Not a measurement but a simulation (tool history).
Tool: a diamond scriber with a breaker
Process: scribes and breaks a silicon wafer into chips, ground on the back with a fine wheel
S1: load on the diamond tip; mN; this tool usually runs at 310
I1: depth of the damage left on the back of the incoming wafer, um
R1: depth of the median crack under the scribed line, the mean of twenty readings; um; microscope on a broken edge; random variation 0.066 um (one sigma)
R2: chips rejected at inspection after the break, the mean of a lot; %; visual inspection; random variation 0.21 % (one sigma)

run    hour   S1    I1    R1     R2
  1     0.0  310  2.37  7.40   4.53
  2   103.4  310  1.93  7.46   3.23
      156.1  -- diamond tip replaced by a new one
  3   178.4  310  2.04  7.38   3.55
  4   282.8  310  1.69  7.50   2.64
  5   371.5  310  2.13  7.49   3.88
      383.9  -- load on the tip recalibrated
  6   422.5  337  2.94  7.90   6.95
  7   493.4  337  2.23  7.89   4.25
  8   532.5  337  2.61  7.83   5.65
  9   701.5  310  1.69  7.52   2.85
 10   802.2  352  2.34  8.12   5.07
 11   896.7  352  2.17  8.00   4.93
     1070.4  -- diamond tip replaced by a new one
 12  1201.4  352  2.76  7.98   6.59
 13  1438.5  310  2.27  7.46   4.09
 14  1545.4  370  2.90  8.41   7.02
 15  1615.9  370  1.71  8.38   4.53
     1625.1  -- load on the tip recalibrated
 16  1723.3  370  1.70  8.39   4.55
 17  1811.8  368  2.78  8.26   6.75
 18  1909.8  368  2.71  8.37   7.41
 19  1975.5  241  2.50  6.50  10.13
 20  2040.5  259  2.54  6.78   9.27
     2070.7  -- diamond tip replaced by a new one
 21  2124.2  278  2.36  7.02   5.82
 22  2171.6  346  1.72  7.96   3.28
 23  2236.1  343  2.14  7.99   4.53
 24  2289.2  256  2.62  6.65   9.60
 25  2387.4  377  2.49  8.41   6.88
 26  2489.6  310  1.53  7.58   2.80
 27  2555.5  281  2.71  7.11   8.07
 28  2647.5  346  2.73  8.02   6.50
 29  2735.7  310  1.93  7.55   3.32
 30  2808.7  310  2.93  7.46   7.45
 31  2906.8  250  2.94  6.70  12.86
     2927.6  -- diamond tip replaced by a new one
 32  2953.3  389  2.39  8.71   6.89
 33  2990.6  272  1.85  6.83   4.78
 34  3046.9  310  2.84  7.62   6.81
 35  3104.0  377  2.67  8.53   6.86
 36  3140.5  310  1.74  7.53   2.79
 37  3202.4  362  2.34  8.19   5.46

Predict each of these 4 candidate next runs independently; none follows another, all start after run 37:
  A  3203.1  396  2.24   ?   ?
  B  3203.1  354  2.24   ?   ?
  C  3203.1  397  2.24   ?   ?
  D  3203.1  273  2.24   ?   ?

run    R1    R2
  A  8.70  7.10
  B  8.13  4.74
  C  8.71  7.17
  D  6.96  5.70
Take away the tool's hidden state, keep each run's random variation, and the runs would have read:
run    R1    R2
  A  8.70  7.10
  B  8.13  4.74
  C  8.71  7.17
  D  6.96  5.70
